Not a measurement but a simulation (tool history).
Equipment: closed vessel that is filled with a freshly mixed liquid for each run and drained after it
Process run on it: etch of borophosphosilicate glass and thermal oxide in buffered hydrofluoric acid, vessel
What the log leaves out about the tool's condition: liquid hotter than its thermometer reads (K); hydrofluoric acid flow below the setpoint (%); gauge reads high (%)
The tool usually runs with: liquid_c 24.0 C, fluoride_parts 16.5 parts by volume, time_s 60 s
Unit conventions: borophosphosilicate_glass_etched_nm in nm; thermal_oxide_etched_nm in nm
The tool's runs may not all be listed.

| run | day | liquid_c | fluoride_parts | time_s | wafers since the last listed run | hours since the thermometer was replaced | hours since the hydrofluoric acid flow meter was replaced | hours since the gauge calibration | read-back film thickness of the borophosphosilicate glass reference wafer, read on the same gauge (nm) | read-back film thickness of the thermal oxide reference wafer, read on the same gauge (nm) | borophosphosilicate_glass_etched_nm | thermal_oxide_etched_nm |
|---|---|---|---|---|---|---|---|---|---|---|---|---|
| 1 | 0.000 | 24.0 | 16.5 | 60 | 0 | 2375.1 | 1933.4 | 722.4 | 110.00 | 40.02 | 43.71 | 44.87 |
| 2 | 2.821 | 24.0 | 16.5 | 60 | 7403 | 2442.8 | 2001.1 | 790.1 | 110.01 | 40.03 | 43.71 | 44.81 |
| 3 | 5.058 | 24.0 | 16.5 | 60 | 5872 | 2496.5 | 2054.8 | 843.8 | 110.05 | 40.00 | 43.54 | 44.75 |
| 4 | 6.162 | 24.0 | 16.5 | 75 | 2898 | 2523.0 | 2081.3 | 870.3 | 110.02 | 39.98 | 54.70 | 56.33 |
| 5 | 8.792 | 24.0 | 16.5 | 75 | 6900 | 2586.1 | 2144.4 | 933.4 | 110.05 | 40.04 | 54.84 | 56.56 |
| 6 | 10.875 | 24.0 | 16.5 | 75 | 5468 | 2636.1 | 2194.4 | 983.4 | 109.99 | 40.00 | 54.65 | 55.99 |
|  | 15.029 | thermometer replaced |
|  | 15.875 | hydrofluoric acid flow meter replaced |
| 7 | 19.525 | 24.0 | 16.5 | 60 | 22485 | 107.9 | 87.6 | 1191.0 | 110.04 | 39.99 | 42.36 | 43.76 |
| 8 | 21.825 | 24.0 | 16.5 | 60 | 6036 | 163.1 | 142.8 | 1246.2 | 110.01 | 40.00 | 42.50 | 43.68 |
| 9 | 23.162 | 24.0 | 16.5 | 60 | 3510 | 195.2 | 174.9 | 1278.3 | 110.02 | 40.03 | 42.51 | 43.56 |
| 10 | 26.067 | 27.5 | 15.0 | 60 | 7622 | 264.9 | 244.6 | 1348.0 | 110.00 | 40.03 | 56.31 | 57.76 |
| 11 | 27.662 | 28.0 | 16.5 | 60 | 4188 | 303.2 | 282.9 | 1386.3 | 109.98 | 39.99 | 52.89 | 54.40 |
| 12 | 29.592 | 24.0 | 18.0 | 60 | 5063 | 349.5 | 329.2 | 1432.6 | 110.04 | 39.99 | 38.99 | 40.16 |
| 13 | 31.604 | 24.0 | 16.5 | 60 | 5282 | 397.8 | 377.5 | 1480.9 | 109.97 | 40.02 | 42.85 | 43.75 |
| 14 | 32.962 | 27.0 | 21.0 | 35 | 3565 | 430.4 | 410.1 | 1513.5 | 109.97 | 40.01 | 23.43 | 23.96 |
| 15 | 33.996 | 26.0 | 10.5 | 45 | 2712 | 455.2 | 434.9 | 1538.3 | 109.96 | 40.01 | 55.75 | 57.20 |
| 16 | 35.388 | 24.0 | 23.0 | 60 | 3652 | 488.6 | 468.3 | 1571.7 | 109.97 | 39.99 | 31.98 | 33.06 |
| 17 | 36.950 | 24.0 | 21.0 | 60 | 4101 | 526.1 | 505.8 | 1609.2 | 110.02 | 39.97 | 34.21 | 35.14 |
|  | 38.329 | gauge calibrated |
| 18 | 39.029 | 25.5 | 11.0 | 45 | 5457 | 576.0 | 555.7 | 16.8 | 109.99 | 40.00 | 51.78 | 53.26 |

Run 19 comes next. What will it give?
| 19 | 40.379 | 24.0 | 16.5 | 60 | 3543 | 608.4 | 588.1 | 49.2 | ? | ? | ? | ? |

Logged for run 19: read-back film thickness of the borophosphosilicate glass reference wafer, read on the same gauge (nm) 110.03, read-back film thickness of the thermal oxide reference wafer, read on the same gauge (nm) 39.98, borophosphosilicate_glass_etched_nm 42.68 nm, thermal_oxide_etched_nm 44.21 nm.
With the hidden condition absent and the run-to-run variation left alone, this run would have shown borophosphosilicate_glass_etched_nm 42.10 nm, thermal_oxide_etched_nm 43.61 nm.
